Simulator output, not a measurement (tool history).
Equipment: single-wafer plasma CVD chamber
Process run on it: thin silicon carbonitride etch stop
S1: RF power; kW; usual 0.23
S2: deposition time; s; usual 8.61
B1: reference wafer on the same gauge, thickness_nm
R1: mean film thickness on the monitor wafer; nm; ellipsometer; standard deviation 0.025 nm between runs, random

run 1 hour=0 | S1=0.23 S2=8.61 | B1=5.283 | R1=5.065
run 2 hour=55.6 | S1=0.23 S2=8.61 | B1=5.291 | R1=5.06
run 3 hour=151.2 | S1=0.23 S2=8.61 | B1=5.287 | R1=5.014
run 4 hour=218.8 | S1=0.23 S2=8.61 | B1=5.291 | R1=4.996
run 5 hour=263.9 | S1=0.23 S2=8.61 | B1=5.29 | R1=5.011
run 6 hour=501.3 | S1=0.23 S2=8.61 | B1=5.283 | R1=5.025
run 7 hour=555.4 | S1=0.195 S2=8.61 | B1=5.288 | R1=4.614
-- hour=570.3 gauge calibrated
run 8 hour=634.6 | S1=0.195 S2=8.61 | B1=5.276 | R1=4.634
-- hour=646.3 showerhead replaced
run 9 hour=711.4 | S1=0.23 S2=9.53 | B1=5.29 | R1=5.566
-- hour=769.4 thermocouple changed; heater temperature recalibrated
run 10 hour=807.6 | S1=0.23 S2=9.53 | B1=5.285 | R1=5.555
run 11 hour=909.8 | S1=0.23 S2=9.53 | B1=5.292 | R1=5.531
-- hour=966.9 RF generator calibrated
run 12 hour=1005 | S1=0.23 S2=8.61 | B1=5.286 | R1=4.993
run 13 hour=1080.7 | S1=0.27 S2=9.64 | B1=5.287 | R1=6.049
run 14 hour=1150.1 | S1=0.23 S2=8.61 | B1=5.291 | R1=5.073
run 15 hour=1241.4 | S1=0.23 S2=8.61 | B1=5.298 | R1=4.999
run 16 hour=1337.7 | S1=0.245 S2=8.61 | B1=5.295 | R1=5.171
run 17 hour=1387.3 | S1=0.265 S2=7.82 | B1=5.285 | R1=4.892
run 18 hour=1491.2 | S1=0.23 S2=8.61 | B1=5.288 | R1=5.078
-- hour=1509.8 gauge calibrated
run 19 hour=1566.3 | S1=0.245 S2=7.94 | B1=5.287 | R1=4.801
run 20 hour=1606 | S1=0.23 S2=9.13 | B1=5.294 | R1=5.303
run 21 hour=1710.9 | S1=0.2 S2=7.68 | B1=5.289 | R1=4.197
run 22 hour=1759.1 | S1=0.265 S2=9.12 | B1=5.289 | R1=5.64

Expected results for the next run?
run 23 hour=1806.6 | S1=0.195 S2=8.61 | B1=? | R1=?

{"run 23": {"B1": 5.289, "R1": 4.623}}
Without the tool's hidden state the same run would have given R1 4.623 nm.
